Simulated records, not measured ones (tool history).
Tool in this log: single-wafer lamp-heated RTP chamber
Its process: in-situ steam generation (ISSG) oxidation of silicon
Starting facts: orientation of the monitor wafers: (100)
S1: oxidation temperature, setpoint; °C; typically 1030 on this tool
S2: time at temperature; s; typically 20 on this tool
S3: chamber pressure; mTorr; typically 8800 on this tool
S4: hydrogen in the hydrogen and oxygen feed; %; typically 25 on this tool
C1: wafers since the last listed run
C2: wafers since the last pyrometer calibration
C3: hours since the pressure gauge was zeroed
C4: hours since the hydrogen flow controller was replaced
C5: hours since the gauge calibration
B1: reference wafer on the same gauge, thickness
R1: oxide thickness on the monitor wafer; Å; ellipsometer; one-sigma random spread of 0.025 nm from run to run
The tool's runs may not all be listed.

Run 1, hour 0: usual settings but S1 1019 °C; C1 0; C2 5865; C3 1875.1; C4 677; C5 1254.7; B1 5.539. Result: R1 63.88 Å.
Run 2, hour 70.4: usual settings but S1 1019 °C; C1 1007; C2 6872; C3 1945.5; C4 747.4; C5 1325.1; B1 5.54. Result: R1 64.24 Å.
At hour 98.8: pyrometer window cleaned and pyrometer calibrated.
Run 3, hour 110.1: usual settings but S4 30 %; C1 453; C2 161; C3 1985.2; C4 787.1; C5 1364.8; B1 5.537. Result: R1 70.19 Å.
Run 4, hour 176.9: usual settings; C1 955; C2 1117; C3 2052; C4 853.9; C5 1431.6; B1 5.541. Result: R1 66.63 Å.
Run 5, hour 262.8: usual settings; C1 1229; C2 2346; C3 2137.9; C4 939.8; C5 1517.5; B1 5.539. Result: R1 67.16 Å.
Run 6, hour 328.9: usual settings; C1 945; C2 3292; C3 2204; C4 1005.9; C5 1583.6; B1 5.539. Result: R1 66.75 Å.
Run 7, hour 432.6: usual settings; C1 1484; C2 4776; C3 2307.7; C4 1109.6; C5 1687.3; B1 5.534. Result: R1 67.49 Å.
Run 8, hour 502.1: usual settings; C1 994; C2 5771; C3 2377.2; C4 1179.1; C5 1756.8; B1 5.542. Result: R1 67.87 Å.
Run 9, hour 597.7: usual settings; C1 1368; C2 7139; C3 2472.8; C4 1274.7; C5 1852.4; B1 5.546. Result: R1 67.82 Å.
At hour 616.8: pyrometer window cleaned and pyrometer calibrated.
Run 10, hour 691.6: usual settings; C1 1229; C2 1070; C3 2566.7; C4 1368.6; C5 1946.3; B1 5.538. Result: R1 69.72 Å.
Run 11, hour 785.4: usual settings; C1 1342; C2 2412; C3 2660.5; C4 1462.4; C5 2040.1; B1 5.541. Result: R1 69.69 Å.
Run 12, hour 892.6: usual settings; C1 1534; C2 3946; C3 2767.7; C4 1569.6; C5 2147.3; B1 5.545. Result: R1 69.94 Å.
Run 13, hour 934.5: usual settings but S1 1036 °C; C1 599; C2 4546; C3 2809.6; C4 1611.5; C5 2189.2; B1 5.532. Result: R1 72.16 Å.
Run 14, hour 1202.8: usual settings but S1 1036 °C; C1 3839; C2 8386; C3 3077.9; C4 1879.8; C5 2457.5; B1 5.534. Result: R1 73.25 Å.
Run 15, hour 1254.7: usual settings but S2 25 s, S3 7500 mTorr; C1 742; C2 9128; C3 3129.8; C4 1931.7; C5 2509.4; B1 5.541. Result: R1 79.84 Å.
At hour 1288.2: pyrometer window cleaned and pyrometer calibrated, repeated, since the last time left the tool worse.
Run 16, hour 1302.7: usual settings but S2 13 s, S4 31 %; C1 572; C2 207; C3 3177.8; C4 1979.7; C5 2557.4; B1 5.533. Result: R1 57.2 Å.
Run 17, hour 1393.7: usual settings but S1 1045 °C; C1 1302; C2 1509; C3 3268.8; C4 2070.7; C5 2648.4; B1 5.532. Result: R1 72.39 Å.
Run 18, hour 1456.3: usual settings but S1 1042 °C, S2 15 s, S3 7700 mTorr, S4 21 %; C1 895; C2 2405; C3 3331.4; C4 2133.3; C5 2711; B1 5.543. Result: R1 59.58 Å.
Run 19, hour 1496.9: usual settings but S3 7800 mTorr, S4 17 %; C1 581; C2 2986; C3 3372; C4 2173.9; C5 2751.6; B1 5.543. Result: R1 61.86 Å.
At hour 1511.7: gauge calibrated.
Run 20, hour 1559.7: usual settings but S1 1019 °C, S2 17 s, S3 8100 mTorr, S4 32 %; C1 898; C2 3885; C3 3434.8; C4 2236.7; C5 48; B1 5.537. Result: R1 63.36 Å.
At hour 1750.4: pyrometer window cleaned and pyrometer calibrated.
Run 21, hour 1859.1: usual settings but S1 1047 °C, S3 9200 mTorr; C1 4170; C2 1555; C3 3734.2; C4 2536.1; C5 347.4; B1 5.546. Result: R1 72.6 Å.
At hour 2016.9: hydrogen flow controller replaced.
At hour 2018.8: pressure gauge zeroed.
Run 22, hour 2034: usual settings; C1 2360; C2 3915; C3 15.2; C4 17.1; C5 522.3; B1 5.535. Result: R1 67.13 Å.
Run 23, hour 2114: usual settings; C1 1144; C2 5060; C3 95.2; C4 97.1; C5 602.3; B1 5.548. Result: R1 66.96 Å.
Run 24, hour 2211.3: usual settings but S1 1010 °C, S2 24 s; C1 1392; C2 6453; C3 192.5; C4 194.4; C5 699.6; B1 5.534. Result: R1 67.39 Å.
At hour 2279.9: pyrometer window cleaned and pyrometer calibrated.
Run 25, hour 2408.9: usual settings but S1 1013 °C, S2 23 s, S3 7400 mTorr, S4 15 %; C1 2713; C2 1845; C3 390.1; C4 392; C5 897.2; B1 5.533. Result: R1 59.27 Å.
Run 26, hour 2504.1: usual settings but S3 9800 mTorr; C1 1362; C2 3208; C3 485.3; C4 487.2; C5 992.4; B1 5.537. Result: R1 66.19 Å.
Run 27, hour 2569.9: usual settings but S1 1039 °C; C1 941; C2 4150; C3 551.1; C4 553; C5 1058.2; B1 5.542. Result: R1 69.96 Å.
Run 28, hour 2659.9: usual settings but S3 10100 mTorr; C1 1287; C2 5438; C3 641.1; C4 643; C5 1148.2; B1 5.537. Result: R1 65.52 Å.
Run 29, hour 2704.8: usual settings; C1 642; C2 6080; C3 686; C4 687.9; C5 1193.1; B1 5.541. Result: R1 67.36 Å.

Below are 3 alternative next runs, each starting from the tool's condition after run 29. Predict each:
Run A, hour 2705.2: usual settings; C1 5; C2 6086; C3 686.4; C4 688.3; C5 1193.5; B1 ?. Result: R1 ?.
Run B, hour 2705.2: usual settings but S1 1024 °C, S2 17 s, S3 7700 mTorr, S4 18 %; C1 5; C2 6086; C3 686.4; C4 688.3; C5 1193.5; B1 ?. Result: R1 ?.
Run C, hour 2705.2: usual settings but S1 1025 °C, S3 10100 mTorr, S4 16 %; C1 5; C2 6086; C3 686.4; C4 688.3; C5 1193.5; B1 ?. Result: R1 ?.

run     B1     R1
  A  5.539  66.98
  B  5.539  55.88
  C  5.539  58.11
Take away the tool's hidden state, keep each run's random variation, and the runs would have read:
run     R1
  A  65.92
  B  55.05
  C  57.21

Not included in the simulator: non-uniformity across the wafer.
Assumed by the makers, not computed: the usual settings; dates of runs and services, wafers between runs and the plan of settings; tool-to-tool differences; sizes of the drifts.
